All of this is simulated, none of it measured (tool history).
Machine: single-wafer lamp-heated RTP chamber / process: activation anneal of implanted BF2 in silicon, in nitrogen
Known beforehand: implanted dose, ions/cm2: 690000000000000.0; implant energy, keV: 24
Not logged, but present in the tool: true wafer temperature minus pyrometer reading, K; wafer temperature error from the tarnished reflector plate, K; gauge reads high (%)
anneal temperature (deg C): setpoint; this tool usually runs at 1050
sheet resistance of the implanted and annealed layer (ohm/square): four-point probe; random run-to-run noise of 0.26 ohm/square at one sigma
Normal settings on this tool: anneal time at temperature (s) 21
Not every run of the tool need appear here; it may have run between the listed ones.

run	hour	anneal temperature (deg C)	anneal time at temperature (s)	wafers since the last listed run	wafers since the last pyrometer calibration	wafers since the reflector plate was cleaned	hours since the gauge calibration	read-back reference wafer on the same gauge, sheet resistance	sheet resistance of the implanted and annealed layer (ohm/square)
1	0.0	1050	21	0	3586	12543	336.9	190.99	168.19
2	16.5	1050	21	173	3759	12717	353.4	191.02	167.99
3	29.2	1050	29	133	3893	12851	366.1	190.91	164.78
4	44.2	1050	29	158	4051	13009	381.1	191.01	165.25
5	59.5	1050	29	161	4212	13170	396.4	190.99	165.51
6	66.9	1050	21	77	4290	13248	403.8	190.98	167.90
7	78.6	1050	21	123	4414	13371	415.5	191.04	167.57
8	94.8	1050	17	170	4584	13542	431.7	191.02	168.65
# hour 101.3: gauge calibrated
9	115.1	1050	17	213	4798	13756	13.8	190.91	169.12
# hour 123.9: reflector plate cleaned
10	124.4	1050	17	13	4812	5	23.1	191.06	170.28
11	133.4	1067	27	94	4907	100	32.1	191.02	163.75
12	145.5	1067	27	127	5034	227	44.2	190.94	163.69
13	157.7	1032	21	128	5163	356	56.4	191.01	173.08
# hour 169.1: pyrometer window cleaned and pyrometer calibrated
14	169.6	1071	34	41	4	397	68.3	190.94	162.31
15	180.8	1050	33	118	122	515	79.5	191.02	166.68
16	188.9	1050	21	85	208	600	87.6	191.00	170.20
17	206.2	1050	21	182	390	783	104.9	190.99	170.69
18	217.2	1073	12	115	506	899	115.9	191.02	169.75
19	231.4	1050	21	149	656	1048	130.1	191.03	170.63
20	248.5	1066	16	180	836	1228	147.2	191.02	168.82
21	257.6	1050	16	95	932	1324	156.3	190.98	172.83
22	269.2	1050	10	122	1054	1447	167.9	191.00	176.35
23	283.8	1050	24	153	1208	1600	182.5	190.93	169.25
24	301.1	1080	16	182	1390	1783	199.8	191.02	166.22
25	316.9	1077	13	166	1557	1949	215.6	190.98	168.08
26	334.1	1050	21	181	1738	2130	232.8	190.96	170.03
27	367.6	1077	16	352	2091	2483	266.3	191.01	166.78
28	379.4	1039	32	124	2215	2608	278.1	190.95	169.38
29	392.9	1032	21	142	2357	2750	291.6	191.04	174.79
30	404.5	1072	21	122	2480	2872	303.2	190.99	164.85
31	421.8	1050	21	182	2662	3055	320.5	191.02	169.45
32	438.8	1050	21	179	2841	3234	337.5	191.00	169.99
33	447.3	1074	18	89	2931	3323	346.0	190.97	166.10
34	454.2	1074	18	72	3003	3396	352.9	191.00	165.61
35	466.4	1021	12	128	3132	3524	365.1	191.10	183.63
36	489.9	1036	21	247	3380	3772	388.6	190.99	172.64

Branching from run 36: 5 alternative next runs. What would each branch give?
A	490.3	1042	21	4	3384	3776	389.0	?	?
B	490.3	1030	10	4	3384	3776	389.0	?	?
C	490.3	1022	26	4	3384	3776	389.0	?	?
D	490.3	1026	21	4	3384	3776	389.0	?	?
E	490.3	1071	9	4	3384	3776	389.0	?	?

run	read-back reference wafer on the same gauge, sheet resistance	sheet resistance of the implanted and annealed layer (ohm/square)
A	191.01	170.82
B	191.01	181.00
C	191.01	174.76
D	191.01	175.53
E	191.01	170.80
Stripped of hidden state, with their random variation kept, the same runs would have yielded:
run	sheet resistance of the implanted and annealed layer (ohm/square)
A	173.11
B	184.33
C	177.81
D	178.51
E	172.44
